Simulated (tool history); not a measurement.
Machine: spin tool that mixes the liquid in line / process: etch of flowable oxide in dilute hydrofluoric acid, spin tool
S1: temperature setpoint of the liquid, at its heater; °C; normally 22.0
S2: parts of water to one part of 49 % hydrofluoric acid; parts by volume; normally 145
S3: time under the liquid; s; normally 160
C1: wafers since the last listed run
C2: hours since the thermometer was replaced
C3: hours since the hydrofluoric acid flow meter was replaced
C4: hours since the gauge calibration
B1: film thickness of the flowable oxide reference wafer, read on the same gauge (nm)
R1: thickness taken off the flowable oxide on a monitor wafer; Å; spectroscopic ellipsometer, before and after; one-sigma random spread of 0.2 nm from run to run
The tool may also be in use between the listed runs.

Run 1, hour 0.0: usual settings but S1 20.0 °C; C1 0; C2 226.6; C3 49.8; C4 1076.7; B1 49.97. Result: R1 206.6 Å.
Run 2, hour 79.9: usual settings but S3 95 s; C1 425; C2 306.5; C3 129.7; C4 1156.6; B1 50.01. Result: R1 135.4 Å.
Run 3, hour 182.0: usual settings but S3 95 s; C1 544; C2 408.6; C3 231.8; C4 1258.7; B1 50.00. Result: R1 134.0 Å.
Run 4, hour 276.7: usual settings; C1 504; C2 503.3; C3 326.5; C4 1353.4; B1 49.99. Result: R1 225.0 Å.
Run 5, hour 333.1: usual settings; C1 300; C2 559.7; C3 382.9; C4 1409.8; B1 50.04. Result: R1 227.6 Å.
Run 6, hour 372.7: usual settings; C1 211; C2 599.3; C3 422.5; C4 1449.4; B1 49.98. Result: R1 228.0 Å.
Run 7, hour 466.6: usual settings; C1 500; C2 693.2; C3 516.4; C4 1543.3; B1 49.99. Result: R1 228.9 Å.
Run 8, hour 568.5: usual settings; C1 542; C2 795.1; C3 618.3; C4 1645.2; B1 50.01. Result: R1 225.2 Å.
At hour 621.5: thermometer replaced.
Run 9, hour 689.2: usual settings; C1 637; C2 67.7; C3 739.0; C4 1765.9; B1 50.02. Result: R1 226.7 Å.
Run 10, hour 730.6: usual settings but S3 135 s; C1 220; C2 109.1; C3 780.4; C4 1807.3; B1 49.99. Result: R1 191.6 Å.
Run 11, hour 791.9: usual settings but S3 135 s; C1 326; C2 170.4; C3 841.7; C4 1868.6; B1 49.97. Result: R1 190.8 Å.
Run 12, hour 830.6: usual settings but S3 135 s; C1 206; C2 209.1; C3 880.4; C4 1907.3; B1 50.00. Result: R1 191.4 Å.
Run 13, hour 927.7: usual settings but S1 25.5 °C; C1 517; C2 306.2; C3 977.5; C4 2004.4; B1 50.02. Result: R1 257.8 Å.
At hour 935.3: gauge calibrated.
At hour 1005.6: hydrofluoric acid flow meter replaced.
Run 14, hour 1010.5: usual settings but S1 25.5 °C; C1 435; C2 389.0; C3 4.9; C4 75.2; B1 49.98. Result: R1 258.1 Å.
Run 15, hour 1109.7: usual settings but S2 180 parts by volume; C1 528; C2 488.2; C3 104.1; C4 174.4; B1 49.99. Result: R1 175.0 Å.
Run 16, hour 1159.2: usual settings but S1 18.5 °C, S2 85 parts by volume, S3 250 s; C1 263; C2 537.7; C3 153.6; C4 223.9; B1 49.99. Result: R1 554.9 Å.
Run 17, hour 1199.0: usual settings but S3 90 s; C1 212; C2 577.5; C3 193.4; C4 263.7; B1 49.99. Result: R1 129.1 Å.
Run 18, hour 1253.8: usual settings; C1 291; C2 632.3; C3 248.2; C4 318.5; B1 49.99. Result: R1 227.8 Å.
Run 19, hour 1340.8: usual settings; C1 463; C2 719.3; C3 335.2; C4 405.5; B1 49.99. Result: R1 229.1 Å.
Run 20, hour 1433.8: usual settings; C1 495; C2 812.3; C3 428.2; C4 498.5; B1 50.03. Result: R1 225.3 Å.
Run 21, hour 1497.6: usual settings but S1 25.0 °C, S3 115 s; C1 339; C2 876.1; C3 492.0; C4 562.3; B1 49.97. Result: R1 183.6 Å.
Run 22, hour 1554.4: usual settings but S1 20.5 °C, S2 110 parts by volume, S3 240 s; C1 302; C2 932.9; C3 548.8; C4 619.1; B1 50.02. Result: R1 435.7 Å.
Run 23, hour 1655.8: usual settings; C1 540; C2 1034.3; C3 650.2; C4 720.5; B1 50.03. Result: R1 226.0 Å.
At hour 1696.1: thermometer replaced.
Run 24, hour 1747.1: usual settings but S2 195 parts by volume, S3 230 s; C1 481; C2 51.0; C3 741.5; C4 811.8; B1 49.99. Result: R1 229.0 Å.
Run 25, hour 1829.8: usual settings but S1 25.5 °C; C1 440; C2 133.7; C3 824.2; C4 894.5; B1 50.02. Result: R1 257.0 Å.
Run 26, hour 1925.4: usual settings but S3 185 s; C1 509; C2 229.3; C3 919.8; C4 990.1; B1 50.05. Result: R1 264.5 Å.
Run 27, hour 1961.5: usual settings but S1 26.5 °C, S2 195 parts by volume, S3 135 s; C1 192; C2 265.4; C3 955.9; C4 1026.2; B1 49.99. Result: R1 158.5 Å.
Run 28, hour 2031.6: usual settings but S1 17.5 °C, S2 215 parts by volume; C1 373; C2 335.5; C3 1026.0; C4 1096.3; B1 49.99. Result: R1 120.2 Å.
Run 29, hour 2082.8: usual settings but S2 95 parts by volume; C1 272; C2 386.7; C3 1077.2; C4 1147.5; B1 50.01. Result: R1 366.6 Å.
Run 30, hour 2138.7: usual settings but S1 17.5 °C; C1 297; C2 442.6; C3 1133.1; C4 1203.4; B1 49.95. Result: R1 186.8 Å.
Run 31, hour 2215.4: usual settings; C1 408; C2 519.3; C3 1209.8; C4 1280.1; B1 50.00. Result: R1 225.1 Å.
Run 32, hour 2321.6: usual settings but S1 26.0 °C, S2 190 parts by volume, S3 105 s; C1 565; C2 625.5; C3 1316.0; C4 1386.3; B1 49.97. Result: R1 125.1 Å.
At hour 2354.7: hydrofluoric acid flow meter replaced.
Run 33, hour 2361.6: usual settings; C1 207; C2 665.5; C3 6.9; C4 1426.3; B1 49.96. Result: R1 229.2 Å.
Run 34, hour 2499.4: usual settings but S2 125 parts by volume, S3 225 s; C1 734; C2 803.3; C3 144.7; C4 1564.1; B1 50.02. Result: R1 378.4 Å.

Predict each of these 3 candidate next runs independently; none follows another, all start after run 34:
Run A, hour 2499.9: usual settings but S1 18.5 °C; C1 2; C2 803.8; C3 145.2; C4 1564.6; B1 ?. Result: R1 ?.
Run B, hour 2499.9: usual settings but S1 26.5 °C, S2 125 parts by volume, S3 200 s; C1 2; C2 803.8; C3 145.2; C4 1564.6; B1 ?. Result: R1 ?.
Run C, hour 2499.9: usual settings but S1 25.0 °C, S2 180 parts by volume, S3 205 s; C1 2; C2 803.8; C3 145.2; C4 1564.6; B1 ?. Result: R1 ?.

run     B1     R1
  A  50.01  197.6
  B  50.01  401.0
  C  50.01  252.8
The same runs, with their run-to-run variation unchanged, on a tool lacking any hidden condition would have given:
run     R1
  A  197.6
  B  401.0
  C  252.8
